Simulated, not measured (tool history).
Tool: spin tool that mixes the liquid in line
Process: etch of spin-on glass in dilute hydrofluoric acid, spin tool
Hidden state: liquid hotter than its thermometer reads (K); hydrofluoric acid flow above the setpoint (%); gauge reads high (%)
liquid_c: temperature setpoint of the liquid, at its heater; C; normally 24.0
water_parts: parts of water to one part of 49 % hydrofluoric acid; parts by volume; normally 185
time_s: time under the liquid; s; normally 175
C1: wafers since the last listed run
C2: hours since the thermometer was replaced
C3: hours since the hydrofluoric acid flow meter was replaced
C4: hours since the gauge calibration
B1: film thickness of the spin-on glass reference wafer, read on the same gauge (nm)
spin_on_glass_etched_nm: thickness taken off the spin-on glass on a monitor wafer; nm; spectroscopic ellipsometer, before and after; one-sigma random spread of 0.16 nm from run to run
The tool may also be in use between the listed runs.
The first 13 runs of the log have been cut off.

{"run": 14, "hour": 213.0, "liquid_c": 24.0, "water_parts": 185, "time_s": 75, "C1": 97, "C2": 35.9, "C3": 170.2, "C4": 68.9, "B1": 150.0, "spin_on_glass_etched_nm": 12.76}
{"run": 15, "hour": 227.6, "liquid_c": 20.5, "water_parts": 185, "time_s": 145, "C1": 126, "C2": 50.5, "C3": 184.8, "C4": 83.5, "B1": 149.96, "spin_on_glass_etched_nm": 21.91}
{"run": 16, "hour": 243.0, "liquid_c": 24.0, "water_parts": 185, "time_s": 175, "C1": 133, "C2": 65.9, "C3": 200.2, "C4": 98.9, "B1": 150.01, "spin_on_glass_etched_nm": 29.69}
{"run": 17, "hour": 258.9, "liquid_c": 26.5, "water_parts": 235, "time_s": 100, "C1": 138, "C2": 81.8, "C3": 216.1, "C4": 114.8, "B1": 150.01, "spin_on_glass_etched_nm": 13.83}
{"run": 18, "hour": 266.8, "liquid_c": 21.0, "water_parts": 185, "time_s": 175, "C1": 68, "C2": 89.7, "C3": 224.0, "C4": 122.7, "B1": 150.01, "spin_on_glass_etched_nm": 26.63}
{"run": 19, "hour": 284.0, "liquid_c": 27.0, "water_parts": 220, "time_s": 245, "C1": 149, "C2": 106.9, "C3": 241.2, "C4": 139.9, "B1": 149.99, "spin_on_glass_etched_nm": 37.58}
{"run": 20, "hour": 334.9, "liquid_c": 27.0, "water_parts": 185, "time_s": 175, "C1": 442, "C2": 157.8, "C3": 292.1, "C4": 190.8, "B1": 150.0, "spin_on_glass_etched_nm": 33.41}
{"run": 21, "hour": 346.0, "liquid_c": 27.5, "water_parts": 185, "time_s": 125, "C1": 96, "C2": 168.9, "C3": 303.2, "C4": 201.9, "B1": 150.0, "spin_on_glass_etched_nm": 24.34}
{"run": 22, "hour": 356.1, "liquid_c": 27.5, "water_parts": 185, "time_s": 175, "C1": 87, "C2": 179.0, "C3": 313.3, "C4": 212.0, "B1": 150.0, "spin_on_glass_etched_nm": 34.06}
{"run": 23, "hour": 365.1, "liquid_c": 24.0, "water_parts": 130, "time_s": 270, "C1": 78, "C2": 188.0, "C3": 322.3, "C4": 221.0, "B1": 150.01, "spin_on_glass_etched_nm": 69.82}
{"run": 24, "hour": 376.2, "liquid_c": 25.5, "water_parts": 235, "time_s": 175, "C1": 96, "C2": 199.1, "C3": 333.4, "C4": 232.1, "B1": 150.0, "spin_on_glass_etched_nm": 23.57}
{"run": 25, "hour": 386.1, "liquid_c": 20.0, "water_parts": 185, "time_s": 175, "C1": 86, "C2": 209.0, "C3": 343.3, "C4": 242.0, "B1": 150.0, "spin_on_glass_etched_nm": 25.73}
{"run": 26, "hour": 402.1, "liquid_c": 28.5, "water_parts": 100, "time_s": 280, "C1": 139, "C2": 225.0, "C3": 359.3, "C4": 258.0, "B1": 150.0, "spin_on_glass_etched_nm": 116.22}
{"run": 27, "hour": 410.5, "liquid_c": 24.0, "water_parts": 185, "time_s": 265, "C1": 73, "C2": 233.4, "C3": 367.7, "C4": 266.4, "B1": 150.0, "spin_on_glass_etched_nm": 45.11}
{"run": 28, "hour": 423.3, "liquid_c": 24.0, "water_parts": 185, "time_s": 175, "C1": 111, "C2": 246.2, "C3": 380.5, "C4": 279.2, "B1": 150.03, "spin_on_glass_etched_nm": 29.94}
{"run": 29, "hour": 434.7, "liquid_c": 28.5, "water_parts": 225, "time_s": 80, "C1": 99, "C2": 257.6, "C3": 391.9, "C4": 290.6, "B1": 150.01, "spin_on_glass_etched_nm": 12.6}
{"run": 30, "hour": 444.5, "liquid_c": 24.0, "water_parts": 185, "time_s": 175, "C1": 85, "C2": 267.4, "C3": 401.7, "C4": 300.4, "B1": 150.03, "spin_on_glass_etched_nm": 30.16}
{"run": 31, "hour": 458.1, "liquid_c": 24.0, "water_parts": 185, "time_s": 175, "C1": 118, "C2": 281.0, "C3": 415.3, "C4": 314.0, "B1": 149.99, "spin_on_glass_etched_nm": 29.47}
{"run": 32, "hour": 469.8, "liquid_c": 20.0, "water_parts": 250, "time_s": 250, "C1": 101, "C2": 292.7, "C3": 427.0, "C4": 325.7, "B1": 150.0, "spin_on_glass_etched_nm": 25.63}
{"run": 33, "hour": 479.0, "liquid_c": 20.0, "water_parts": 210, "time_s": 270, "C1": 79, "C2": 301.9, "C3": 436.2, "C4": 334.9, "B1": 149.98, "spin_on_glass_etched_nm": 33.9}

Forecast each of these 5 alternatives for the next run:
{"run": "A", "hour": 479.5, "liquid_c": 24.0, "water_parts": 185, "time_s": 175, "C1": 4, "C2": 302.4, "C3": 436.7, "C4": 335.4, "B1": "?", "spin_on_glass_etched_nm": "?"}
{"run": "B", "hour": 479.5, "liquid_c": 20.0, "water_parts": 185, "time_s": 225, "C1": 4, "C2": 302.4, "C3": 436.7, "C4": 335.4, "B1": "?", "spin_on_glass_etched_nm": "?"}
{"run": "C", "hour": 479.5, "liquid_c": 24.0, "water_parts": 185, "time_s": 275, "C1": 4, "C2": 302.4, "C3": 436.7, "C4": 335.4, "B1": "?", "spin_on_glass_etched_nm": "?"}
{"run": "D", "hour": 479.5, "liquid_c": 24.0, "water_parts": 140, "time_s": 175, "C1": 4, "C2": 302.4, "C3": 436.7, "C4": 335.4, "B1": "?", "spin_on_glass_etched_nm": "?"}
{"run": "E", "hour": 479.5, "liquid_c": 21.0, "water_parts": 155, "time_s": 75, "C1": 4, "C2": 302.4, "C3": 436.7, "C4": 335.4, "B1": "?", "spin_on_glass_etched_nm": "?"}

run=A B1=150.00 spin_on_glass_etched_nm=29.94
run=B B1=150.00 spin_on_glass_etched_nm=33.04
run=C B1=150.00 spin_on_glass_etched_nm=47.04
run=D B1=150.00 spin_on_glass_etched_nm=41.61
run=E B1=150.00 spin_on_glass_etched_nm=14.10
Without the tool's hidden state the same runs would have given:
run=A spin_on_glass_etched_nm=29.94
run=B spin_on_glass_etched_nm=33.04
run=C spin_on_glass_etched_nm=47.04
run=D spin_on_glass_etched_nm=41.61
run=E spin_on_glass_etched_nm=14.10
